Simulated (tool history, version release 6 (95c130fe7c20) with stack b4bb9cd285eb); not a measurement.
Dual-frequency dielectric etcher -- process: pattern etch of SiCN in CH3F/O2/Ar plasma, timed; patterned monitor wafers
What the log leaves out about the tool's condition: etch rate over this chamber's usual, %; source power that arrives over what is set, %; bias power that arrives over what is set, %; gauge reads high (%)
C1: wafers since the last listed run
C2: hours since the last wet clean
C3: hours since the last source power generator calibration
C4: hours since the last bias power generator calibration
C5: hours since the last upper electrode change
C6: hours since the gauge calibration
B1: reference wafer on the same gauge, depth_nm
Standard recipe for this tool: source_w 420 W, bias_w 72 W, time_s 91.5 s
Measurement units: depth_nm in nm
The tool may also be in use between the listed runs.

{"run": 1, "day": 0.0, "source_w": 440, "bias_w": 72, "time_s": 91.5, "C1": 0, "C2": 221.4, "C3": 2780.6, "C4": 1599.6, "C5": 3051.8, "C6": 390.6, "B1": 36.58, "depth_nm": 36.56}
{"run": 2, "day": 2.492, "source_w": 440, "bias_w": 72, "time_s": 91.5, "C1": 485, "C2": 281.2, "C3": 2840.4, "C4": 1659.4, "C5": 3111.6, "C6": 450.4, "B1": 36.63, "depth_nm": 36.74}
{"run": 3, "day": 6.671, "source_w": 420, "bias_w": 72, "time_s": 91.5, "C1": 813, "C2": 381.5, "C3": 2940.7, "C4": 1759.7, "C5": 3211.9, "C6": 550.7, "B1": 36.6, "depth_nm": 36.31}
{"day": 13.038, "done": "wet clean of the chamber"}
{"run": 4, "day": 15.325, "source_w": 420, "bias_w": 72, "time_s": 91.5, "C1": 1490, "C2": 54.9, "C3": 3148.4, "C4": 1967.4, "C5": 3419.6, "C6": 758.4, "B1": 36.64, "depth_nm": 34.99}
{"run": 5, "day": 18.738, "source_w": 420, "bias_w": 72, "time_s": 91.5, "C1": 664, "C2": 136.8, "C3": 3230.3, "C4": 2049.3, "C5": 3501.5, "C6": 840.3, "B1": 36.54, "depth_nm": 35.24}
{"run": 6, "day": 21.967, "source_w": 420, "bias_w": 72, "time_s": 91.5, "C1": 628, "C2": 214.3, "C3": 3307.8, "C4": 2126.8, "C5": 3579, "C6": 917.8, "B1": 36.58, "depth_nm": 36.01}
{"run": 7, "day": 24.417, "source_w": 420, "bias_w": 72, "time_s": 91.5, "C1": 477, "C2": 273.1, "C3": 3366.6, "C4": 2185.6, "C5": 3637.8, "C6": 976.6, "B1": 36.65, "depth_nm": 35.61}
{"run": 8, "day": 27.467, "source_w": 420, "bias_w": 72, "time_s": 91.5, "C1": 594, "C2": 346.3, "C3": 3439.8, "C4": 2258.8, "C5": 3711, "C6": 1049.8, "B1": 36.59, "depth_nm": 35.45}
{"day": 28.317, "done": "gauge calibrated"}
{"day": 30.425, "done": "source power generator calibrated"}
{"run": 9, "day": 31.258, "source_w": 420, "bias_w": 72, "time_s": 91.5, "C1": 705, "C2": 437.3, "C3": 20, "C4": 2349.8, "C5": 3802, "C6": 70.6, "B1": 36.7, "depth_nm": 36.63}
{"run": 10, "day": 32.988, "source_w": 420, "bias_w": 72, "time_s": 72, "C1": 336, "C2": 478.8, "C3": 61.5, "C4": 2391.3, "C5": 3843.5, "C6": 112.1, "B1": 36.58, "depth_nm": 29.23}
{"day": 35.321, "done": "wet clean of the chamber"}
{"run": 11, "day": 37.429, "source_w": 420, "bias_w": 72, "time_s": 91.5, "C1": 670, "C2": 50.6, "C3": 168.1, "C4": 2497.9, "C5": 3950.1, "C6": 218.7, "B1": 36.57, "depth_nm": 35.23}
{"run": 12, "day": 41.367, "source_w": 340, "bias_w": 61, "time_s": 103, "C1": 766, "C2": 145.1, "C3": 262.6, "C4": 2592.4, "C5": 4044.6, "C6": 313.2, "B1": 36.56, "depth_nm": 35.24}
{"day": 43.758, "done": "upper electrode replaced"}
{"run": 13, "day": 43.779, "source_w": 350, "bias_w": 83, "time_s": 91.5, "C1": 275, "C2": 203, "C3": 320.5, "C4": 2650.3, "C5": 0.5, "C6": 371.1, "B1": 36.58, "depth_nm": 36.24}
{"day": 46.371, "done": "bias power generator calibrated"}
{"run": 14, "day": 47.404, "source_w": 360, "bias_w": 64, "time_s": 116.5, "C1": 673, "C2": 290, "C3": 407.5, "C4": 24.8, "C5": 87.5, "C6": 458.1, "B1": 36.57, "depth_nm": 41.94}
{"run": 15, "day": 51.762, "source_w": 520, "bias_w": 64, "time_s": 73, "C1": 848, "C2": 394.6, "C3": 512.1, "C4": 129.4, "C5": 192.1, "C6": 562.7, "B1": 36.64, "depth_nm": 29.36}
{"run": 16, "day": 53.875, "source_w": 420, "bias_w": 72, "time_s": 91.5, "C1": 411, "C2": 445.3, "C3": 562.8, "C4": 180.1, "C5": 242.8, "C6": 613.4, "B1": 36.56, "depth_nm": 36.51}
{"run": 17, "day": 56.004, "source_w": 420, "bias_w": 57, "time_s": 91.5, "C1": 414, "C2": 496.4, "C3": 613.9, "C4": 231.2, "C5": 293.9, "C6": 664.5, "B1": 36.61, "depth_nm": 33.03}
{"day": 58.992, "done": "wet clean of the chamber"}
{"run": 18, "day": 59.012, "source_w": 420, "bias_w": 72, "time_s": 67, "C1": 391, "C2": 0.5, "C3": 686.1, "C4": 303.4, "C5": 366.1, "C6": 736.7, "B1": 36.59, "depth_nm": 25.71}

Forecast each of these 3 alternatives for the next run:
{"run": "A", "day": 59.029, "source_w": 420, "bias_w": 72, "time_s": 91.5, "C1": 3, "C2": 0.9, "C3": 686.5, "C4": 303.8, "C5": 366.5, "C6": 737.1, "B1": "?", "depth_nm": "?"}
{"run": "B", "day": 59.029, "source_w": 420, "bias_w": 60, "time_s": 69, "C1": 3, "C2": 0.9, "C3": 686.5, "C4": 303.8, "C5": 366.5, "C6": 737.1, "B1": "?", "depth_nm": "?"}
{"run": "C", "day": 59.029, "source_w": 420, "bias_w": 82, "time_s": 111.5, "C1": 3, "C2": 0.9, "C3": 686.5, "C4": 303.8, "C5": 366.5, "C6": 737.1, "B1": "?", "depth_nm": "?"}

run=A B1=36.59 depth_nm=34.79
run=B B1=36.59 depth_nm=24.29
run=C B1=36.59 depth_nm=44.8
Stripped of hidden state, with their random variation kept, the same runs would have yielded:
run=A depth_nm=34.83
run=B depth_nm=24.32
run=C depth_nm=44.85
